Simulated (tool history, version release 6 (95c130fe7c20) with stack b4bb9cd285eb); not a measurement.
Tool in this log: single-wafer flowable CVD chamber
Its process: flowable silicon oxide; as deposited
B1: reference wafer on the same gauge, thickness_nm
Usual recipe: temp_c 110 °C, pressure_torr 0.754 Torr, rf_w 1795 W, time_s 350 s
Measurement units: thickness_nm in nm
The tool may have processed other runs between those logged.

run 1 day=0.000 | temp_c=110 pressure_torr=0.754 rf_w=1795 time_s=350 | B1=129.854 | thickness_nm=126.711
-- day=1.133 thermocouple changed; heater temperature recalibrated
-- day=2.154 gauge calibrated
-- day=2.388 RF generator calibrated
run 2 day=2.917 | temp_c=110 pressure_torr=0.885 rf_w=1685 time_s=350 | B1=130.049 | thickness_nm=149.524
run 3 day=5.254 | temp_c=110 pressure_torr=0.885 rf_w=1685 time_s=350 | B1=130.146 | thickness_nm=149.406
-- day=6.050 showerhead replaced
run 4 day=6.908 | temp_c=110 pressure_torr=0.885 rf_w=1685 time_s=350 | B1=129.954 | thickness_nm=148.702
run 5 day=9.033 | temp_c=110 pressure_torr=0.754 rf_w=1795 time_s=399 | B1=130.083 | thickness_nm=146.617
run 6 day=10.646 | temp_c=110 pressure_torr=0.754 rf_w=1795 time_s=399 | B1=129.996 | thickness_nm=147.907
run 7 day=13.600 | temp_c=110 pressure_torr=0.754 rf_w=1795 time_s=399 | B1=129.957 | thickness_nm=147.143
run 8 day=16.304 | temp_c=110 pressure_torr=0.754 rf_w=1795 time_s=393 | B1=129.870 | thickness_nm=145.069
run 9 day=17.550 | temp_c=110 pressure_torr=0.614 rf_w=1550 time_s=287 | B1=130.063 | thickness_nm=82.322
run 10 day=19.917 | temp_c=96 pressure_torr=0.830 rf_w=1520 time_s=324 | B1=129.879 | thickness_nm=203.263
run 11 day=22.008 | temp_c=110 pressure_torr=0.754 rf_w=1795 time_s=350 | B1=129.952 | thickness_nm=128.942
run 12 day=23.700 | temp_c=98 pressure_torr=0.837 rf_w=1970 time_s=350 | B1=130.103 | thickness_nm=223.593
run 13 day=26.058 | temp_c=106 pressure_torr=0.801 rf_w=2000 time_s=394 | B1=129.961 | thickness_nm=182.847
run 14 day=27.058 | temp_c=117 pressure_torr=0.812 rf_w=1440 time_s=379 | B1=129.883 | thickness_nm=109.962
run 15 day=29.800 | temp_c=110 pressure_torr=0.754 rf_w=1795 time_s=350 | B1=129.834 | thickness_nm=127.646
run 16 day=32.546 | temp_c=110 pressure_torr=0.754 rf_w=1610 time_s=350 | B1=129.898 | thickness_nm=123.041
run 17 day=34.950 | temp_c=110 pressure_torr=0.754 rf_w=1795 time_s=350 | B1=130.066 | thickness_nm=127.523
run 18 day=37.692 | temp_c=116 pressure_torr=0.646 rf_w=1795 time_s=350 | B1=130.059 | thickness_nm=89.314
-- day=38.833 RF generator calibrated
run 19 day=39.367 | temp_c=101 pressure_torr=0.754 rf_w=2120 time_s=286 | B1=130.064 | thickness_nm=151.608
run 20 day=40.892 | temp_c=110 pressure_torr=0.665 rf_w=1795 time_s=350 | B1=130.090 | thickness_nm=114.342
run 21 day=43.550 | temp_c=98 pressure_torr=0.652 rf_w=1945 time_s=371 | B1=130.052 | thickness_nm=183.499
run 22 day=45.721 | temp_c=110 pressure_torr=0.754 rf_w=1915 time_s=396 | B1=129.993 | thickness_nm=148.995
run 23 day=46.762 | temp_c=110 pressure_torr=0.754 rf_w=1795 time_s=350 | B1=130.018 | thickness_nm=129.123
run 24 day=49.096 | temp_c=117 pressure_torr=0.754 rf_w=1795 time_s=350 | B1=129.876 | thickness_nm=102.338
run 25 day=50.658 | temp_c=118 pressure_torr=0.838 rf_w=2030 time_s=295 | B1=129.894 | thickness_nm=96.175
run 26 day=52.038 | temp_c=110 pressure_torr=0.754 rf_w=1795 time_s=419 | B1=130.024 | thickness_nm=154.860
run 27 day=54.483 | temp_c=110 pressure_torr=0.754 rf_w=1795 time_s=350 | B1=129.813 | thickness_nm=129.170
run 28 day=55.692 | temp_c=110 pressure_torr=0.754 rf_w=1795 time_s=350 | B1=129.974 | thickness_nm=128.278
run 29 day=57.750 | temp_c=104 pressure_torr=0.754 rf_w=1795 time_s=371 | B1=130.195 | thickness_nm=167.160

3 options for the next run, each taken on its own from the tool as it stands now. Forecast them:
run A day=57.771 | temp_c=110 pressure_torr=0.754 rf_w=1795 time_s=350 | B1=? | thickness_nm=?
run B day=57.771 | temp_c=110 pressure_torr=0.662 rf_w=1910 time_s=350 | B1=? | thickness_nm=?
run C day=57.771 | temp_c=125 pressure_torr=0.918 rf_w=1795 time_s=398 | B1=? | thickness_nm=?

run=A B1=130.045 thickness_nm=128.471
run=B B1=130.045 thickness_nm=114.859
run=C B1=130.045 thickness_nm=111.782
The same runs, with their run-to-run variation unchanged, on a tool lacking any hidden condition would have given:
run=A thickness_nm=129.963
run=B thickness_nm=115.938
run=C thickness_nm=113.079
